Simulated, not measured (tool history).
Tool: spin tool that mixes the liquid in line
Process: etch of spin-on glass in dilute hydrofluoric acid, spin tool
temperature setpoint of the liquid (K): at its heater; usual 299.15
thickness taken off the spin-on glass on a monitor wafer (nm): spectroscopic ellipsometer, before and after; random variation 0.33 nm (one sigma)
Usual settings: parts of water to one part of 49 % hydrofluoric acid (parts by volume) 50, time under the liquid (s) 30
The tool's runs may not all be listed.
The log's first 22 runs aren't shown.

| run | hour | temperature setpoint of the liquid (K) | parts of water to one part of 49 % hydrofluoric acid (parts by volume) | time under the liquid (s) | read-back film thickness of the spin-on glass reference wafer, read on the same gauge (nm) | thickness taken off the spin-on glass on a monitor wafer (nm) |
|---|---|---|---|---|---|---|
| 23 | 1379.5 | 297.15 | 35 | 40 | 89.97 | 57.04 |
| 24 | 1429.9 | 299.15 | 50 | 30 | 90.03 | 31.36 |
| 25 | 1537.5 | 299.15 | 50 | 30 | 89.96 | 30.50 |
| 26 | 1569.1 | 299.15 | 50 | 30 | 90.06 | 30.99 |
| 27 | 1596.1 | 301.65 | 50 | 30 | 90.00 | 34.14 |
| 28 | 1639.1 | 299.15 | 50 | 15 | 89.96 | 14.99 |
|  | 1673.1 | hydrofluoric acid flow meter replaced |
| 29 | 1741.6 | 294.15 | 40 | 15 | 90.01 | 17.44 |
| 30 | 1769.2 | 299.15 | 50 | 30 | 89.98 | 34.54 |
| 31 | 1813.0 | 296.65 | 30 | 50 | 90.00 | 88.12 |
| 32 | 1864.4 | 297.15 | 65 | 40 | 89.99 | 30.99 |
| 33 | 1896.4 | 299.15 | 50 | 30 | 89.97 | 33.53 |
| 34 | 1966.9 | 299.15 | 50 | 30 | 89.98 | 33.63 |

Forecast each of these 4 alternatives for the next run:
| A | 1967.3 | 299.15 | 50 | 30 | ? | ? |
| B | 1967.3 | 294.65 | 50 | 30 | ? | ? |
| C | 1967.3 | 295.15 | 65 | 45 | ? | ? |
| D | 1967.3 | 303.15 | 60 | 30 | ? | ? |

| run | read-back film thickness of the spin-on glass reference wafer, read on the same gauge (nm) | thickness taken off the spin-on glass on a monitor wafer (nm) |
|---|---|---|
| A | 89.99 | 33.49 |
| B | 89.99 | 27.75 |
| C | 89.99 | 32.11 |
| D | 89.99 | 32.31 |
Without the tool's hidden state the same runs would have given:
| run | thickness taken off the spin-on glass on a monitor wafer (nm) |
|---|---|
| A | 36.96 |
| B | 30.70 |
| C | 35.50 |
| D | 35.58 |
